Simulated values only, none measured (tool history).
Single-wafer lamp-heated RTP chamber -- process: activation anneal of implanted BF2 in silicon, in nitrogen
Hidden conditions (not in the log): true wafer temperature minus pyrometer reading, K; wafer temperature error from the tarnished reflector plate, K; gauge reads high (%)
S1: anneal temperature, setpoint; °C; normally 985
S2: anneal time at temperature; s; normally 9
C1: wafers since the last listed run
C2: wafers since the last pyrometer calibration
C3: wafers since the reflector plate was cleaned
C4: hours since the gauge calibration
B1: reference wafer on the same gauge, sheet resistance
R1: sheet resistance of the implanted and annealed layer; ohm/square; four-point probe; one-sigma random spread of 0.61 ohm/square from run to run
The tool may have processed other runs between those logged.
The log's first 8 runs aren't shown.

run	hour	S1	S2	C1	C2	C3	C4	B1	R1
9	221.6	985	9	274	1166	13183	25.6	266.83	232.8
# hour 252: pyrometer window cleaned and pyrometer calibrated
10	252.5	961	9	275	6	13458	56.5	267.11	283.09
11	268.3	961	9	190	196	13648	72.3	267.03	281.64
12	280.4	985	9	145	342	13794	84.4	267.18	236.25
13	309	985	9	344	686	14138	113	267.02	233.19
# hour 337.7: reflector plate cleaned
14	338.2	993	9	255	941	6	142.2	267.15	219.88
15	355.3	985	9	205	1146	212	159.3	267.09	232.27
16	390.6	985	9	424	1571	636	194.6	266.86	232.1
17	411.4	963	14	250	1821	887	215.4	266.99	261.49
# hour 419.5: pyrometer window cleaned and pyrometer calibrated
18	426.3	1008	5	83	81	970	230.3	266.76	218.27
19	441.4	985	9	181	263	1151	245.4	267.08	236.12
20	460.5	985	4	229	493	1381	264.5	266.87	256.06
21	495.9	1012	8	425	919	1807	299.9	266.92	193.54
22	514.4	1013	11	222	1141	2030	318.4	266.73	180.17
# hour 544.2: pyrometer window cleaned and pyrometer calibrated
23	544.7	985	11	268	6	2298	348.7	266.89	232.03
24	564.2	1001	5	234	240	2532	368.2	267.19	226.67
# hour 570.7: gauge calibrated
25	582.9	965	6	224	465	2757	12.2	267	281.68

For run 26, what comes out?
26	609	985	9	313	779	3071	38.3	?	?

For run 26 the tool returned B1 266.82, R1 233.47 ohm/square.
With the hidden condition absent and the run-to-run variation left alone, this run would have shown R1 238 ohm/square.
